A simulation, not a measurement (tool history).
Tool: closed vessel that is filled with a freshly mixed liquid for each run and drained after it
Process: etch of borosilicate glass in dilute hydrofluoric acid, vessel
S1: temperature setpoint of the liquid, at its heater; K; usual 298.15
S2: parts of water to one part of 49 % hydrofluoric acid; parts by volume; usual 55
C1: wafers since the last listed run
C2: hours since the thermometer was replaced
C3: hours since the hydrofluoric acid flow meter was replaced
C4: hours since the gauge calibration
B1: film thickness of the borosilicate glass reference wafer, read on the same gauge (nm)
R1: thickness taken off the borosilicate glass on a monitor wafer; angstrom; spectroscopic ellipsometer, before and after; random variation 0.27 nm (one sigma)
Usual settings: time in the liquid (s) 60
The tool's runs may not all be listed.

run 1 hour=0.0 | S1=298.15 S2=65 time_in_the_liquid_(s)=60 | C1=0 C2=413.0 C3=1061.4 C4=248.1 | B1=60.02 | R1=357.7
run 2 hour=17.2 | S1=301.65 S2=55 time_in_the_liquid_(s)=60 | C1=1473 C2=430.2 C3=1078.6 C4=265.3 | B1=60.02 | R1=493.9
run 3 hour=27.5 | S1=298.15 S2=55 time_in_the_liquid_(s)=60 | C1=882 C2=440.5 C3=1088.9 C4=275.6 | B1=60.01 | R1=430.2
run 4 hour=35.5 | S1=298.15 S2=55 time_in_the_liquid_(s)=60 | C1=685 C2=448.5 C3=1096.9 C4=283.6 | B1=59.99 | R1=433.6
run 5 hour=49.2 | S1=298.15 S2=55 time_in_the_liquid_(s)=60 | C1=1173 C2=462.2 C3=1110.6 C4=297.3 | B1=60.03 | R1=435.2
run 6 hour=70.2 | S1=298.15 S2=55 time_in_the_liquid_(s)=60 | C1=1798 C2=483.2 C3=1131.6 C4=318.3 | B1=59.97 | R1=426.6
run 7 hour=87.4 | S1=298.15 S2=55 time_in_the_liquid_(s)=60 | C1=1473 C2=500.4 C3=1148.8 C4=335.5 | B1=60.00 | R1=430.3
run 8 hour=103.0 | S1=298.15 S2=55 time_in_the_liquid_(s)=60 | C1=1336 C2=516.0 C3=1164.4 C4=351.1 | B1=59.99 | R1=425.6
run 9 hour=112.3 | S1=300.15 S2=55 time_in_the_liquid_(s)=60 | C1=796 C2=525.3 C3=1173.7 C4=360.4 | B1=59.97 | R1=464.5
run 10 hour=121.8 | S1=298.15 S2=55 time_in_the_liquid_(s)=60 | C1=813 C2=534.8 C3=1183.2 C4=369.9 | B1=60.04 | R1=424.5
run 11 hour=128.9 | S1=298.15 S2=55 time_in_the_liquid_(s)=60 | C1=608 C2=541.9 C3=1190.3 C4=377.0 | B1=59.99 | R1=430.3
run 12 hour=138.6 | S1=298.15 S2=45 time_in_the_liquid_(s)=35 | C1=830 C2=551.6 C3=1200.0 C4=386.7 | B1=59.99 | R1=310.4
run 13 hour=153.5 | S1=302.65 S2=35 time_in_the_liquid_(s)=75 | C1=1276 C2=566.5 C3=1214.9 C4=401.6 | B1=60.02 | R1=1040.4
-- hour=155.0 hydrofluoric acid flow meter replaced
run 14 hour=164.2 | S1=299.65 S2=35 time_in_the_liquid_(s)=60 | C1=830 C2=577.2 C3=9.2 C4=412.3 | B1=60.02 | R1=683.5
run 15 hour=175.5 | S1=295.15 S2=80 time_in_the_liquid_(s)=70 | C1=967 C2=588.5 C3=20.5 C4=423.6 | B1=60.00 | R1=272.3
run 16 hour=224.9 | S1=301.15 S2=55 time_in_the_liquid_(s)=60 | C1=4231 C2=637.9 C3=69.9 C4=473.0 | B1=59.97 | R1=442.0
run 17 hour=242.1 | S1=302.15 S2=85 time_in_the_liquid_(s)=95 | C1=1473 C2=655.1 C3=87.1 C4=490.2 | B1=60.01 | R1=449.3
run 18 hour=255.2 | S1=298.15 S2=55 time_in_the_liquid_(s)=60 | C1=1122 C2=668.2 C3=100.2 C4=503.3 | B1=59.99 | R1=389.1
run 19 hour=261.6 | S1=294.15 S2=55 time_in_the_liquid_(s)=60 | C1=548 C2=674.6 C3=106.6 C4=509.7 | B1=59.98 | R1=335.9
-- hour=267.3 thermometer replaced
run 20 hour=279.2 | S1=298.15 S2=65 time_in_the_liquid_(s)=60 | C1=1421 C2=11.9 C3=124.2 C4=527.3 | B1=59.99 | R1=328.6
-- hour=291.8 hydrofluoric acid flow meter replaced, repeated, since the last time left the tool worse
run 21 hour=296.5 | S1=293.15 S2=55 time_in_the_liquid_(s)=60 | C1=1396 C2=29.2 C3=4.7 C4=544.6 | B1=60.04 | R1=380.6
run 22 hour=311.6 | S1=296.65 S2=35 time_in_the_liquid_(s)=60 | C1=1293 C2=44.3 C3=19.8 C4=559.7 | B1=59.98 | R1=709.1
run 23 hour=324.9 | S1=300.15 S2=70 time_in_the_liquid_(s)=60 | C1=1139 C2=57.6 C3=33.1 C4=573.0 | B1=60.00 | R1=392.7
run 24 hour=337.6 | S1=299.65 S2=35 time_in_the_liquid_(s)=60 | C1=1087 C2=70.3 C3=45.8 C4=585.7 | B1=59.99 | R1=794.9
run 25 hour=347.7 | S1=296.65 S2=55 time_in_the_liquid_(s)=70 | C1=865 C2=80.4 C3=55.9 C4=595.8 | B1=59.99 | R1=513.1
-- hour=355.5 gauge calibrated
run 26 hour=361.0 | S1=302.15 S2=30 time_in_the_liquid_(s)=45 | C1=1139 C2=93.7 C3=69.2 C4=5.5 | B1=59.98 | R1=774.6
run 27 hour=373.7 | S1=298.15 S2=35 time_in_the_liquid_(s)=60 | C1=1087 C2=106.4 C3=81.9 C4=18.2 | B1=59.98 | R1=750.5
run 28 hour=391.3 | S1=300.65 S2=40 time_in_the_liquid_(s)=95 | C1=1507 C2=124.0 C3=99.5 C4=35.8 | B1=59.99 | R1=1157.5
run 29 hour=399.0 | S1=301.15 S2=75 time_in_the_liquid_(s)=80 | C1=659 C2=131.7 C3=107.2 C4=43.5 | B1=60.01 | R1=502.7
run 30 hour=408.4 | S1=296.65 S2=55 time_in_the_liquid_(s)=75 | C1=805 C2=141.1 C3=116.6 C4=52.9 | B1=59.94 | R1=547.7
run 31 hour=425.0 | S1=295.15 S2=45 time_in_the_liquid_(s)=30 | C1=1421 C2=157.7 C3=133.2 C4=69.5 | B1=60.01 | R1=252.9
run 32 hour=440.7 | S1=298.15 S2=55 time_in_the_liquid_(s)=35 | C1=1344 C2=173.4 C3=148.9 C4=85.2 | B1=59.97 | R1=270.0
run 33 hour=455.3 | S1=298.15 S2=55 time_in_the_liquid_(s)=95 | C1=1250 C2=188.0 C3=163.5 C4=99.8 | B1=60.00 | R1=735.9
run 34 hour=468.6 | S1=298.15 S2=55 time_in_the_liquid_(s)=60 | C1=1139 C2=201.3 C3=176.8 C4=113.1 | B1=60.03 | R1=461.2

3 ways to go on from here, each from the tool as it stands after run 34. What would each give?
run A hour=469.3 | S1=298.15 S2=55 time_in_the_liquid_(s)=60 | C1=59 C2=202.0 C3=177.5 C4=113.8 | B1=? | R1=?
run B hour=469.3 | S1=296.15 S2=75 time_in_the_liquid_(s)=60 | C1=59 C2=202.0 C3=177.5 C4=113.8 | B1=? | R1=?
run C hour=469.3 | S1=300.15 S2=80 time_in_the_liquid_(s)=30 | C1=59 C2=202.0 C3=177.5 C4=113.8 | B1=? | R1=?

run=A B1=60.03 R1=461.0
run=B B1=60.03 R1=303.6
run=C B1=60.03 R1=165.8
Without the tool's hidden state the same runs would have given:
run=A R1=470.0
run=B R1=309.6
run=C R1=169.1
